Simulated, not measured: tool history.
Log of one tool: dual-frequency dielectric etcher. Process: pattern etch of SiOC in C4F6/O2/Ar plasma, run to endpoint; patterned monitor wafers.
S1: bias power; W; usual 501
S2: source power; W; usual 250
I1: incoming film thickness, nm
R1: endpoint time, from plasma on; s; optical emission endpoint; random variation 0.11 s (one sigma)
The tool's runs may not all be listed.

{"run": 1, "hour": 0.0, "S1": 501, "S2": 200, "I1": 50.5, "R1": 20.9}
{"run": 2, "hour": 58.2, "S1": 501, "S2": 200, "I1": 50.5, "R1": 20.9}
{"run": 3, "hour": 99.8, "S1": 501, "S2": 290, "I1": 50.6, "R1": 18.4}
{"run": 4, "hour": 132.5, "S1": 501, "S2": 290, "I1": 50.3, "R1": 18}
{"run": 5, "hour": 187.9, "S1": 501, "S2": 250, "I1": 50.2, "R1": 19.1}
{"run": 6, "hour": 256.9, "S1": 501, "S2": 250, "I1": 50.5, "R1": 19.1}
{"run": 7, "hour": 317.3, "S1": 501, "S2": 250, "I1": 50.5, "R1": 19.1}
{"hour": 372.4, "done": "wet clean of the chamber"}
{"run": 8, "hour": 380.3, "S1": 501, "S2": 250, "I1": 50.7, "R1": 19.4}
{"run": 9, "hour": 411.6, "S1": 541, "S2": 270, "I1": 50.8, "R1": 18.2}
{"run": 10, "hour": 461.0, "S1": 541, "S2": 270, "I1": 50.9, "R1": 18.1}
{"hour": 469.4, "done": "bias power generator calibrated"}
{"run": 11, "hour": 511.4, "S1": 541, "S2": 270, "I1": 50.2, "R1": 17.9}
{"run": 12, "hour": 575.9, "S1": 468, "S2": 250, "I1": 51.5, "R1": 20}
{"run": 13, "hour": 625.6, "S1": 468, "S2": 250, "I1": 50.2, "R1": 19.7}
{"run": 14, "hour": 656.7, "S1": 468, "S2": 250, "I1": 50.8, "R1": 19.9}
{"run": 15, "hour": 694.8, "S1": 405, "S2": 280, "I1": 50.3, "R1": 19.9}
{"run": 16, "hour": 748.8, "S1": 603, "S2": 220, "I1": 50.3, "R1": 18.6}
{"run": 17, "hour": 800.9, "S1": 425, "S2": 280, "I1": 50.3, "R1": 19.4}
{"run": 18, "hour": 858.2, "S1": 501, "S2": 250, "I1": 50.5, "R1": 19.2}
{"hour": 936.3, "done": "wet clean of the chamber"}
{"run": 19, "hour": 940.4, "S1": 572, "S2": 290, "I1": 50.2, "R1": 17.1}
{"hour": 1006.3, "done": "upper electrode replaced"}
{"run": 20, "hour": 1006.8, "S1": 501, "S2": 250, "I1": 49.8, "R1": 19}
{"run": 21, "hour": 1034.2, "S1": 444, "S2": 210, "I1": 50.5, "R1": 21.4}
{"run": 22, "hour": 1091.4, "S1": 595, "S2": 290, "I1": 50, "R1": 16.6}
{"run": 23, "hour": 1120.9, "S1": 501, "S2": 280, "I1": 50.4, "R1": 18.5}
{"run": 24, "hour": 1148.3, "S1": 426, "S2": 310, "I1": 50.1, "R1": 18.7}
{"run": 25, "hour": 1328.4, "S1": 428, "S2": 250, "I1": 50.6, "R1": 20.6}
{"hour": 1371.7, "done": "source power generator calibrated"}
{"run": 26, "hour": 1377.3, "S1": 542, "S2": 190, "I1": 50.1, "R1": 20.6}
{"run": 27, "hour": 1417.5, "S1": 548, "S2": 290, "I1": 50.7, "R1": 17.7}
{"hour": 1511.7, "done": "wet clean of the chamber"}
{"run": 28, "hour": 1512.2, "S1": 391, "S2": 280, "I1": 50.3, "R1": 20.1}
{"run": 29, "hour": 1529.2, "S1": 428, "S2": 250, "I1": 50.6, "R1": 20.4}
{"run": 30, "hour": 1598.1, "S1": 616, "S2": 220, "I1": 50.9, "R1": 18.9}
{"run": 31, "hour": 1662.5, "S1": 404, "S2": 200, "I1": 50.8, "R1": 22.8}
{"run": 32, "hour": 1687.1, "S1": 501, "S2": 250, "I1": 50.4, "R1": 19.2}
{"run": 33, "hour": 1788.0, "S1": 618, "S2": 250, "I1": 50.6, "R1": 17.9}
{"run": 34, "hour": 1822.7, "S1": 603, "S2": 220, "I1": 50.1, "R1": 18.7}
{"run": 35, "hour": 1859.4, "S1": 536, "S2": 280, "I1": 50.6, "R1": 18.2}

Forecast each of these 4 alternatives for the next run:
{"run": "A", "hour": 1859.8, "S1": 501, "S2": 310, "I1": 50.5, "R1": "?"}
{"run": "B", "hour": 1859.8, "S1": 590, "S2": 300, "I1": 50.5, "R1": "?"}
{"run": "C", "hour": 1859.8, "S1": 607, "S2": 280, "I1": 50.5, "R1": "?"}
{"run": "D", "hour": 1859.8, "S1": 501, "S2": 270, "I1": 50.5, "R1": "?"}

run=A R1=17.8
run=B R1=16.9
run=C R1=17.2
run=D R1=18.7
Without the tool's hidden state the same runs would have given:
run=A R1=17.8
run=B R1=16.9
run=C R1=17.2
run=D R1=18.7
